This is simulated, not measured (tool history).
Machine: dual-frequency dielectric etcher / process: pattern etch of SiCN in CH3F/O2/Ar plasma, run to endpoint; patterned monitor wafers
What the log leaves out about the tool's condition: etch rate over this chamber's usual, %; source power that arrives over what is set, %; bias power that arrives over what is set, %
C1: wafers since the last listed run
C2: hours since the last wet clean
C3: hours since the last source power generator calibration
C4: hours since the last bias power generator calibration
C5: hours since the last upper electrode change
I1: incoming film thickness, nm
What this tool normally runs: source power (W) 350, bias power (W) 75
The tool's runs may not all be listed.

{"run": 1, "hour": 0.0, "source power (W)": 350, "bias power (W)": 75, "C1": 0, "C2": 98.9, "C3": 2927, "C4": 3404.3, "C5": 3457.4, "I1": 11.2, "endpoint time (s)": 27.9}
{"run": 2, "hour": 35.7, "source power (W)": 350, "bias power (W)": 75, "C1": 305, "C2": 134.6, "C3": 2962.7, "C4": 3440, "C5": 3493.1, "I1": 11.36, "endpoint time (s)": 28.5}
{"run": 3, "hour": 64.0, "source power (W)": 410, "bias power (W)": 69, "C1": 241, "C2": 162.9, "C3": 2991, "C4": 3468.3, "C5": 3521.4, "I1": 11.27, "endpoint time (s)": 27.7}
{"run": 4, "hour": 76.6, "source power (W)": 350, "bias power (W)": 75, "C1": 107, "C2": 175.5, "C3": 3003.6, "C4": 3480.9, "C5": 3534, "I1": 11.36, "endpoint time (s)": 28.6}
{"run": 5, "hour": 176.7, "source power (W)": 350, "bias power (W)": 75, "C1": 855, "C2": 275.6, "C3": 3103.7, "C4": 3581, "C5": 3634.1, "I1": 11.29, "endpoint time (s)": 28.3}
{"run": 6, "hour": 197.6, "source power (W)": 350, "bias power (W)": 75, "C1": 178, "C2": 296.5, "C3": 3124.6, "C4": 3601.9, "C5": 3655, "I1": 11.38, "endpoint time (s)": 28.3}
{"run": 7, "hour": 224.6, "source power (W)": 350, "bias power (W)": 75, "C1": 230, "C2": 323.5, "C3": 3151.6, "C4": 3628.9, "C5": 3682, "I1": 11.26, "endpoint time (s)": 28.1}
{"run": 8, "hour": 258.7, "source power (W)": 290, "bias power (W)": 70, "C1": 291, "C2": 357.6, "C3": 3185.7, "C4": 3663, "C5": 3716.1, "I1": 11.34, "endpoint time (s)": 30.4}
{"run": 9, "hour": 284.3, "source power (W)": 290, "bias power (W)": 70, "C1": 218, "C2": 383.2, "C3": 3211.3, "C4": 3688.6, "C5": 3741.7, "I1": 11.3, "endpoint time (s)": 30.3}
{"run": 10, "hour": 309.8, "source power (W)": 290, "bias power (W)": 70, "C1": 217, "C2": 408.7, "C3": 3236.8, "C4": 3714.1, "C5": 3767.2, "I1": 11.4, "endpoint time (s)": 30.9}
{"run": 11, "hour": 322.2, "source power (W)": 350, "bias power (W)": 75, "C1": 105, "C2": 421.1, "C3": 3249.2, "C4": 3726.5, "C5": 3779.6, "I1": 11.37, "endpoint time (s)": 28.2}
{"run": 12, "hour": 344.4, "source power (W)": 350, "bias power (W)": 75, "C1": 189, "C2": 443.3, "C3": 3271.4, "C4": 3748.7, "C5": 3801.8, "I1": 11.26, "endpoint time (s)": 28.2}
{"run": 13, "hour": 357.8, "source power (W)": 350, "bias power (W)": 75, "C1": 114, "C2": 456.7, "C3": 3284.8, "C4": 3762.1, "C5": 3815.2, "I1": 11.38, "endpoint time (s)": 28.5}
{"run": 14, "hour": 378.0, "source power (W)": 320, "bias power (W)": 61, "C1": 172, "C2": 476.9, "C3": 3305, "C4": 3782.3, "C5": 3835.4, "I1": 11.29, "endpoint time (s)": 30.9}
{"run": 15, "hour": 398.3, "source power (W)": 350, "bias power (W)": 75, "C1": 173, "C2": 497.2, "C3": 3325.3, "C4": 3802.6, "C5": 3855.7, "I1": 11.37, "endpoint time (s)": 28.2}
{"run": 16, "hour": 468.9, "source power (W)": 350, "bias power (W)": 64, "C1": 603, "C2": 567.8, "C3": 3395.9, "C4": 3873.2, "C5": 3926.3, "I1": 11.3, "endpoint time (s)": 29.6}
{"hour": 505.0, "done": "upper electrode replaced, of another model than before"}
{"run": 17, "hour": 505.5, "source power (W)": 290, "bias power (W)": 57, "C1": 107, "C2": 604.4, "C3": 3432.5, "C4": 3909.8, "C5": 0.5, "I1": 11.38, "endpoint time (s)": 35.6}
{"run": 18, "hour": 519.4, "source power (W)": 400, "bias power (W)": 75, "C1": 118, "C2": 618.3, "C3": 3446.4, "C4": 3923.7, "C5": 14.4, "I1": 11.34, "endpoint time (s)": 26.2}
{"hour": 525.8, "done": "bias power generator calibrated"}
{"hour": 560.9, "done": "source power generator calibrated"}
{"hour": 573.8, "done": "wet clean of the chamber"}
{"run": 19, "hour": 574.3, "source power (W)": 310, "bias power (W)": 75, "C1": 290, "C2": 0.5, "C3": 13.4, "C4": 48.5, "C5": 69.3, "I1": 11.28, "endpoint time (s)": 30.6}
{"run": 20, "hour": 584.4, "source power (W)": 350, "bias power (W)": 58, "C1": 86, "C2": 10.6, "C3": 23.5, "C4": 58.6, "C5": 79.4, "I1": 11.22, "endpoint time (s)": 32.7}
{"run": 21, "hour": 608.4, "source power (W)": 350, "bias power (W)": 68, "C1": 205, "C2": 34.6, "C3": 47.5, "C4": 82.6, "C5": 103.4, "I1": 11.38, "endpoint time (s)": 30.5}
{"run": 22, "hour": 637.5, "source power (W)": 280, "bias power (W)": 70, "C1": 248, "C2": 63.7, "C3": 76.6, "C4": 111.7, "C5": 132.5, "I1": 11.35, "endpoint time (s)": 33.3}
{"run": 23, "hour": 661.8, "source power (W)": 440, "bias power (W)": 83, "C1": 207, "C2": 88, "C3": 100.9, "C4": 136, "C5": 156.8, "I1": 11.37, "endpoint time (s)": 24.6}
{"run": 24, "hour": 684.4, "source power (W)": 420, "bias power (W)": 92, "C1": 193, "C2": 110.6, "C3": 123.5, "C4": 158.6, "C5": 179.4, "I1": 11.3, "endpoint time (s)": 23.5}
{"run": 25, "hour": 713.8, "source power (W)": 350, "bias power (W)": 90, "C1": 251, "C2": 140, "C3": 152.9, "C4": 188, "C5": 208.8, "I1": 11.26, "endpoint time (s)": 26.2}
{"run": 26, "hour": 748.8, "source power (W)": 350, "bias power (W)": 75, "C1": 299, "C2": 175, "C3": 187.9, "C4": 223, "C5": 243.8, "I1": 11.17, "endpoint time (s)": 28.2}

Forecast each of these 5 alternatives for the next run:
{"run": "A", "hour": 749.2, "source power (W)": 350, "bias power (W)": 75, "C1": 3, "C2": 175.4, "C3": 188.3, "C4": 223.4, "C5": 244.2, "I1": 11.4, "endpoint time (s)": "?"}
{"run": "B", "hour": 749.2, "source power (W)": 310, "bias power (W)": 87, "C1": 3, "C2": 175.4, "C3": 188.3, "C4": 223.4, "C5": 244.2, "I1": 11.4, "endpoint time (s)": "?"}
{"run": "C", "hour": 749.2, "source power (W)": 280, "bias power (W)": 83, "C1": 3, "C2": 175.4, "C3": 188.3, "C4": 223.4, "C5": 244.2, "I1": 11.4, "endpoint time (s)": "?"}
{"run": "D", "hour": 749.2, "source power (W)": 320, "bias power (W)": 93, "C1": 3, "C2": 175.4, "C3": 188.3, "C4": 223.4, "C5": 244.2, "I1": 11.4, "endpoint time (s)": "?"}
{"run": "E", "hour": 749.2, "source power (W)": 300, "bias power (W)": 93, "C1": 3, "C2": 175.4, "C3": 188.3, "C4": 223.4, "C5": 244.2, "I1": 11.4, "endpoint time (s)": "?"}

run=A endpoint_time_(s)=28.5
run=B endpoint_time_(s)=28.3
run=C endpoint_time_(s)=30.6
run=D endpoint_time_(s)=26.9
run=E endpoint_time_(s)=27.8
With the hidden condition removed and each run's random variation left untouched, the same runs would have given:
run=A endpoint_time_(s)=28.8
run=B endpoint_time_(s)=28.5
run=C endpoint_time_(s)=30.8
run=D endpoint_time_(s)=27.1
run=E endpoint_time_(s)=28.1
